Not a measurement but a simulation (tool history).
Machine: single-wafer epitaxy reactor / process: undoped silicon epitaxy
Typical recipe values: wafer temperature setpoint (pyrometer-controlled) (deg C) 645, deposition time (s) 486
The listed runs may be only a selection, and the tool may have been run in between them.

run	hour	wafer temperature setpoint (pyrometer-controlled) (deg C)	deposition time (s)	wafers since the last listed run	hours since the last pyrometer calibration	hours since the gauge calibration	read-back reference wafer on the same gauge, thickness_nm	mean film thickness on the monitor wafer (angstrom)
1	0.0	639	443	0	1757.3	254.7	75.665	529.73
2	14.9	639	443	58	1772.2	269.6	75.705	527.57
3	32.7	645	428	69	1790.0	287.4	75.561	587.76
4	43.0	645	428	40	1800.3	297.7	75.599	587.27
5	58.6	645	486	61	1815.9	313.3	75.842	667.61
6	71.1	645	486	49	1828.4	325.8	75.710	665.19
7	98.9	645	486	109	1856.2	353.6	75.693	664.05
8	111.7	645	486	50	1869.0	366.4	75.691	663.01
9	126.1	645	486	56	1883.4	380.8	75.692	660.13
10	137.1	649	528	43	1894.4	391.8	75.731	798.01
# hour 141.6: gauge calibrated
11	143.4	645	486	24	1900.7	1.8	75.771	662.98
12	150.7	645	486	28	1908.0	9.1	75.631	662.74
# hour 161.1: pyrometer calibrated
13	161.6	645	486	11	0.5	20.0	75.775	740.76
14	174.0	645	517	48	12.9	32.4	75.554	785.25
15	186.4	645	562	48	25.3	44.8	75.594	848.18
16	203.4	645	557	66	42.3	61.8	75.848	834.63
17	212.3	640	555	34	51.2	70.7	75.777	745.98
18	229.2	645	428	66	68.1	87.6	75.562	648.59
19	239.2	658	391	39	78.1	97.6	75.824	800.20
20	250.3	651	486	43	89.2	108.7	75.755	846.18
21	257.1	645	545	26	96.0	115.5	75.672	819.83
22	271.2	645	536	55	110.1	129.6	75.665	807.22
23	277.4	645	536	24	116.3	135.8	75.735	808.30
24	287.2	645	486	38	126.1	145.6	75.567	730.73
25	323.3	640	391	141	162.2	181.7	75.746	521.64
26	330.7	635	416	29	169.6	189.1	75.765	493.24
27	337.7	633	519	27	176.6	196.1	75.754	580.30
28	353.0	633	518	60	191.9	211.4	75.689	577.59

For each run, what was the tool's unlogged condition?
gauge reads high (%): 0 on each run
H1: wafer temperature above the value expected at the setpoint (K)
run	H1
1	-5.04
2	-5.09
3	-5.14
4	-5.17
5	-5.22
6	-5.26
7	-5.34
8	-5.38
9	-5.42
10	-5.45
11	-5.47
12	-5.49
13	-1.12
14	-1.15
15	-1.19
16	-1.24
17	-1.27
18	-1.32
19	-1.35
20	-1.38
21	-1.4
22	-1.45
23	-1.47
24	-1.5
25	-1.6
26	-1.63
27	-1.65
28	-1.69
